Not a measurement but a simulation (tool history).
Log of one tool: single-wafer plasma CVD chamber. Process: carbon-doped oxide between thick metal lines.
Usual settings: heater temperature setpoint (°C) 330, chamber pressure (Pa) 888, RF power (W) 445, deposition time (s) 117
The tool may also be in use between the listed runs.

| run | hour | heater temperature setpoint (°C) | chamber pressure (Pa) | RF power (W) | deposition time (s) | wafers since the last listed run | hours since the last thermocouple change | hours since the last RF generator calibration | hours since the last manometer calibration | hours since the showerhead was replaced | hours since the gauge calibration | read-back reference wafer on the same gauge, thickness_nm | mean film thickness on the monitor wafer (Å) |
|---|---|---|---|---|---|---|---|---|---|---|---|---|---|
| 1 | 0.0 | 330 | 888 | 445 | 109 | 0 | 1454.6 | 439.7 | 955.5 | 4503.0 | 442.5 | 686.640 | 5666.83 |
| 2 | 63.6 | 330 | 888 | 445 | 109 | 646 | 1518.2 | 503.3 | 1019.1 | 4566.6 | 506.1 | 687.208 | 5606.41 |
| 3 | 106.0 | 330 | 888 | 445 | 109 | 431 | 1560.6 | 545.7 | 1061.5 | 4609.0 | 548.5 | 687.052 | 5646.97 |
| 4 | 146.1 | 320 | 888 | 445 | 117 | 407 | 1600.7 | 585.8 | 1101.6 | 4649.1 | 588.6 | 687.701 | 6299.43 |
| 5 | 191.8 | 320 | 888 | 445 | 117 | 464 | 1646.4 | 631.5 | 1147.3 | 4694.8 | 634.3 | 687.022 | 6286.74 |
| 6 | 262.4 | 320 | 888 | 445 | 117 | 717 | 1717.0 | 702.1 | 1217.9 | 4765.4 | 704.9 | 687.014 | 6211.47 |
| 7 | 297.7 | 330 | 888 | 445 | 117 | 358 | 1752.3 | 737.4 | 1253.2 | 4800.7 | 740.2 | 687.028 | 5970.54 |
| 8 | 344.4 | 330 | 888 | 445 | 117 | 474 | 1799.0 | 784.1 | 1299.9 | 4847.4 | 786.9 | 687.526 | 5987.51 |
| 9 | 414.7 | 330 | 888 | 445 | 117 | 714 | 1869.3 | 854.4 | 1370.2 | 4917.7 | 857.2 | 687.834 | 5981.54 |
|  | 428.9 | gauge calibrated |
|  | 459.4 | RF generator calibrated |
| 10 | 479.1 | 323 | 767 | 365 | 117 | 573 | 1933.7 | 19.7 | 1434.6 | 4982.1 | 50.2 | 686.833 | 5137.41 |
| 11 | 527.7 | 340 | 683 | 445 | 117 | 494 | 1982.3 | 68.3 | 1483.2 | 5030.7 | 98.8 | 686.610 | 5618.97 |
|  | 539.3 | capacitance manometer re-zeroed and calibrated |
| 12 | 557.1 | 330 | 809 | 445 | 117 | 217 | 2011.7 | 97.7 | 17.8 | 5060.1 | 128.2 | 686.977 | 6038.59 |
| 13 | 619.6 | 330 | 888 | 445 | 117 | 635 | 2074.2 | 160.2 | 80.3 | 5122.6 | 190.7 | 687.210 | 6139.86 |
|  | 632.3 | thermocouple changed; heater temperature recalibrated |
| 14 | 658.4 | 318 | 1105 | 485 | 138 | 313 | 26.1 | 199.0 | 119.1 | 5161.4 | 229.5 | 686.764 | 8268.81 |
|  | 682.9 | showerhead replaced |
| 15 | 699.0 | 330 | 1021 | 360 | 117 | 331 | 66.7 | 239.6 | 159.7 | 16.1 | 270.1 | 686.929 | 5114.15 |
| 16 | 736.5 | 330 | 1076 | 445 | 129 | 381 | 104.2 | 277.1 | 197.2 | 53.6 | 307.6 | 686.977 | 6901.00 |
| 17 | 780.8 | 330 | 812 | 410 | 132 | 450 | 148.5 | 321.4 | 241.5 | 97.9 | 351.9 | 686.647 | 6298.12 |
| 18 | 831.7 | 330 | 707 | 445 | 117 | 517 | 199.4 | 372.3 | 292.4 | 148.8 | 402.8 | 686.823 | 5812.74 |
| 19 | 899.1 | 330 | 888 | 445 | 117 | 685 | 266.8 | 439.7 | 359.8 | 216.2 | 470.2 | 686.386 | 6091.23 |

Forecast each of these 3 alternatives for the next run:
| A | 899.5 | 330 | 888 | 445 | 117 | 4 | 267.2 | 440.1 | 360.2 | 216.6 | 470.6 | ? | ? |
| B | 899.5 | 330 | 888 | 445 | 105 | 4 | 267.2 | 440.1 | 360.2 | 216.6 | 470.6 | ? | ? |
| C | 899.5 | 345 | 888 | 445 | 117 | 4 | 267.2 | 440.1 | 360.2 | 216.6 | 470.6 | ? | ? |

| run | read-back reference wafer on the same gauge, thickness_nm | mean film thickness on the monitor wafer (Å) |
|---|---|---|
| A | 687.265 | 6138.19 |
| B | 687.265 | 5511.53 |
| C | 687.265 | 5843.69 |
Without the tool's hidden state the same runs would have given:
| run | mean film thickness on the monitor wafer (Å) |
|---|---|
| A | 6181.68 |
| B | 5550.58 |
| C | 5885.09 |
